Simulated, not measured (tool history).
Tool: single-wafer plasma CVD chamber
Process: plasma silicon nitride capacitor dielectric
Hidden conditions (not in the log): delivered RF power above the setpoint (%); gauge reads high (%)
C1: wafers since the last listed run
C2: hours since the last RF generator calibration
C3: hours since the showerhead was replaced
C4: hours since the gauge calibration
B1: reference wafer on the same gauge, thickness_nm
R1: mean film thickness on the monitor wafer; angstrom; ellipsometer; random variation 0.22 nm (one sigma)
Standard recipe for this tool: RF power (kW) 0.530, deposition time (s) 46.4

{"run": 1, "hour": 0.0, "RF power (kW)": 0.465, "deposition time (s)": 46.4, "C1": 0, "C2": 1360.8, "C3": 5300.5, "C4": 476.1, "B1": 64.71, "R1": 700.48}
{"run": 2, "hour": 31.6, "RF power (kW)": 0.465, "deposition time (s)": 46.4, "C1": 682, "C2": 1392.4, "C3": 5332.1, "C4": 507.7, "B1": 64.703, "R1": 701.28}
{"run": 3, "hour": 58.8, "RF power (kW)": 0.465, "deposition time (s)": 46.4, "C1": 587, "C2": 1419.6, "C3": 5359.3, "C4": 534.9, "B1": 64.726, "R1": 704.01}
{"run": 4, "hour": 106.6, "RF power (kW)": 0.53, "deposition time (s)": 50.5, "C1": 1032, "C2": 1467.4, "C3": 5407.1, "C4": 582.7, "B1": 64.735, "R1": 800.04}
{"run": 5, "hour": 178.3, "RF power (kW)": 0.53, "deposition time (s)": 50.5, "C1": 1548, "C2": 1539.1, "C3": 5478.8, "C4": 654.4, "B1": 64.7, "R1": 799.51}
{"run": 6, "hour": 250.2, "RF power (kW)": 0.53, "deposition time (s)": 50.5, "C1": 1552, "C2": 1611.0, "C3": 5550.7, "C4": 726.3, "B1": 64.693, "R1": 802.46}
{"run": 7, "hour": 312.2, "RF power (kW)": 0.57, "deposition time (s)": 46.4, "C1": 1338, "C2": 1673.0, "C3": 5612.7, "C4": 788.3, "B1": 64.69, "R1": 751.74}
{"run": 8, "hour": 367.1, "RF power (kW)": 0.57, "deposition time (s)": 46.4, "C1": 1185, "C2": 1727.9, "C3": 5667.6, "C4": 843.2, "B1": 64.759, "R1": 754.88}
{"hour": 370.8, "done": "gauge calibrated"}
{"run": 9, "hour": 407.0, "RF power (kW)": 0.465, "deposition time (s)": 46.4, "C1": 861, "C2": 1767.8, "C3": 5707.5, "C4": 36.2, "B1": 64.73, "R1": 703.41}
{"run": 10, "hour": 434.5, "RF power (kW)": 0.6, "deposition time (s)": 52.5, "C1": 593, "C2": 1795.3, "C3": 5735.0, "C4": 63.7, "B1": 64.713, "R1": 866.49}
{"hour": 450.3, "done": "RF generator calibrated"}
{"run": 11, "hour": 469.9, "RF power (kW)": 0.44, "deposition time (s)": 40.1, "C1": 591, "C2": 19.6, "C3": 5770.4, "C4": 99.1, "B1": 64.732, "R1": 605.91}
{"run": 12, "hour": 675.8, "RF power (kW)": 0.455, "deposition time (s)": 39.7, "C1": 4445, "C2": 225.5, "C3": 5976.3, "C4": 305.0, "B1": 64.738, "R1": 607.95}
{"hour": 699.3, "done": "showerhead replaced"}
{"run": 13, "hour": 717.2, "RF power (kW)": 0.46, "deposition time (s)": 46.4, "C1": 721, "C2": 266.9, "C3": 17.9, "C4": 346.4, "B1": 64.74, "R1": 712.51}
{"run": 14, "hour": 763.5, "RF power (kW)": 0.47, "deposition time (s)": 39.0, "C1": 999, "C2": 313.2, "C3": 64.2, "C4": 392.7, "B1": 64.741, "R1": 602.16}
{"run": 15, "hour": 833.9, "RF power (kW)": 0.53, "deposition time (s)": 39.5, "C1": 1520, "C2": 383.6, "C3": 134.6, "C4": 463.1, "B1": 64.735, "R1": 637.71}
{"run": 16, "hour": 900.1, "RF power (kW)": 0.625, "deposition time (s)": 43.7, "C1": 1429, "C2": 449.8, "C3": 200.8, "C4": 529.3, "B1": 64.658, "R1": 745.75}

Hidden condition of the tool, last listed run before each entry between runs versus first listed run after:
Runs 8 to 9: gauge calibrated (hour 370.8)
  delivered RF power above the setpoint (%): -8.16 -> -8.32
  measured minus no-state result, R1: -23.72 -> -22.59 angstrom
Runs 10 to 11: RF generator calibrated (hour 450.3)
  delivered RF power above the setpoint (%): -8.44 -> -0.749
  measured minus no-state result, R1: -28.24 -> -1.64 angstrom
Runs 12 to 13: showerhead replaced (hour 699.3)
  delivered RF power above the setpoint (%): -1.62 -> -1.8
  measured minus no-state result, R1: -3.60 -> -4.68 angstrom
